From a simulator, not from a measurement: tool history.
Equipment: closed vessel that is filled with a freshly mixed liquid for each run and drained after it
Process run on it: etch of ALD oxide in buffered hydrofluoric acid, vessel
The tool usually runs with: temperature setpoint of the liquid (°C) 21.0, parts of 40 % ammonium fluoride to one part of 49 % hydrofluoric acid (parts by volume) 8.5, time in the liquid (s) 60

run   hour  temperature setpoint of the liquid (°C)  parts of 40 % ammonium fluoride to one part of 49 % hydrofluoric acid (parts by volume)  time in the liquid (s)  read-back film thickness of the ALD oxide reference wafer, read on the same gauge (nm)  thickness taken off the ALD oxide on a monitor wafer (Å)
  1    0.0                                     21.0                                                                                      8.5                      60                                                                                  130.02                                                    2299.7
  2   10.4                                     21.0                                                                                      8.5                      60                                                                                  130.00                                                    2292.3
  3   17.1                                     21.0                                                                                      8.5                      45                                                                                  130.01                                                    1715.6
  4   29.8                                     21.0                                                                                      8.5                      45                                                                                  130.00                                                    1708.0
  5   45.9                                     21.0                                                                                     10.0                      35                                                                                  130.00                                                    1175.7
  6   62.8                                     21.0                                                                                     10.0                      35                                                                                  130.03                                                    1170.2
  7   72.0                                     21.0                                                                                     10.0                      60                                                                                  129.99                                                    2013.1
  8   86.9                                     21.0                                                                                     10.0                      60                                                                                  129.98                                                    2008.4
  9   97.8                                     21.0                                                                                     10.0                      60                                                                                  130.02                                                    1996.7
 10  109.0                                     21.0                                                                                      8.5                      40                                                                                  129.99                                                    1530.3
 11  117.9                                     21.0                                                                                      8.5                      40                                                                                  130.01                                                    1514.3
 12  124.6                                     21.0                                                                                      8.5                      60                                                                                  129.99                                                    2299.7
     129.8  -- gauge calibrated
 13  140.3                                     21.0                                                                                     11.0                      60                                                                                  130.00                                                    1835.3
 14  150.8                                     21.0                                                                                     11.0                      60                                                                                  130.00                                                    1826.6
 15  166.5                                     18.0                                                                                      6.5                      90                                                                                  129.97                                                    3803.5
 16  174.5                                     21.0                                                                                      8.5                      60                                                                                  130.03                                                    2291.4
 17  191.3                                     21.0                                                                                      6.0                      70                                                                                  130.00                                                    3802.2
 18  200.5                                     23.5                                                                                      8.5                      85                                                                                  130.00                                                    3719.6
 19  215.5                                     18.0                                                                                      8.5                      60                                                                                  130.00                                                    1951.3
 20  226.1                                     18.5                                                                                      6.0                      95                                                                                  129.99                                                    4487.9
 21  240.9                                     22.5                                                                                      6.5                      90                                                                                  130.00                                                    4964.8
 22  249.5                                     21.0                                                                                     10.0                      35                                                                                  129.98                                                    1186.8
 23  259.9                                     21.0                                                                                     10.5                      90                                                                                  130.00                                                    2907.9
     269.4  -- thermometer replaced
 24  304.5                                     21.0                                                                                      8.5                      60                                                                                  130.00                                                    2190.2
 25  329.7                                     18.0                                                                                      7.0                      75                                                                                  130.00                                                    2855.8
 26  347.6                                     18.5                                                                                     11.0                      90                                                                                  130.02                                                    2292.5
 27  364.4                                     18.5                                                                                      7.0                      70                                                                                  130.00                                                    2753.6
 28  371.4                                     19.0                                                                                      8.5                      35                                                                                  130.01                                                    1137.0
     381.8  -- hydrofluoric acid flow meter replaced
 29  384.9                                     21.0                                                                                     10.0                      80                                                                                  130.01                                                    2556.2
 30  392.6                                     21.0                                                                                      7.5                      80                                                                                  129.99                                                    3356.2
 31  428.4                                     17.0                                                                                      8.5                      70                                                                                  130.00                                                    2047.4
 32  448.1                                     21.0                                                                                      8.5                      60                                                                                  130.04                                                    2200.6
 33  455.0                                     17.0                                                                                      5.5                      60                                                                                  130.00                                                    2643.4
 34  499.8                                     17.5                                                                                      5.5                      40                                                                                  130.01                                                    1832.2
 35  508.9                                     23.0                                                                                      8.5                      95                                                                                  130.00                                                    3890.0

Below, some changes in thickness taken off the ALD oxide on a monitor wafer (Å) between adjacent runs. For each, the amount present without the hidden state too (settings, incoming material, random variation) and the amount remaining for the hidden state with gauge scatter not shared by both compared results:
Hidden state at play: liquid hotter than its thermometer reads (K); hydrofluoric acid flow below the setpoint (%); gauge reads high (%).
Run 19 -> 20: temperature setpoint of the liquid (°C) 18.0 -> 18.5, parts of 40 % ammonium fluoride to one part of 49 % hydrofluoric acid (parts by volume) 8.5 -> 6.0, time in the liquid (s) 60 -> 95. thickness taken off the ALD oxide on a monitor wafer (Å) +2536.6: hidden state +144.7, all else +2391.9.
Run 21 -> 22: temperature setpoint of the liquid (°C) 22.5 -> 21.0, parts of 40 % ammonium fluoride to one part of 49 % hydrofluoric acid (parts by volume) 6.5 -> 10.0, time in the liquid (s) 90 -> 35. thickness taken off the ALD oxide on a monitor wafer (Å) -3778.0: hidden state -209.9, all else -3568.1.
Run 23 -> 24: parts of 40 % ammonium fluoride to one part of 49 % hydrofluoric acid (parts by volume) 10.5 -> 8.5, time in the liquid (s) 90 -> 60, thermometer replaced. thickness taken off the ALD oxide on a monitor wafer (Å) -717.7: hidden state -154.0, all else -563.7.
Run 34 -> 35: temperature setpoint of the liquid (°C) 17.5 -> 23.0, parts of 40 % ammonium fluoride to one part of 49 % hydrofluoric acid (parts by volume) 5.5 -> 8.5, time in the liquid (s) 40 -> 95. thickness taken off the ALD oxide on a monitor wafer (Å) +2057.8: hidden state +29.2, all else +2028.6.
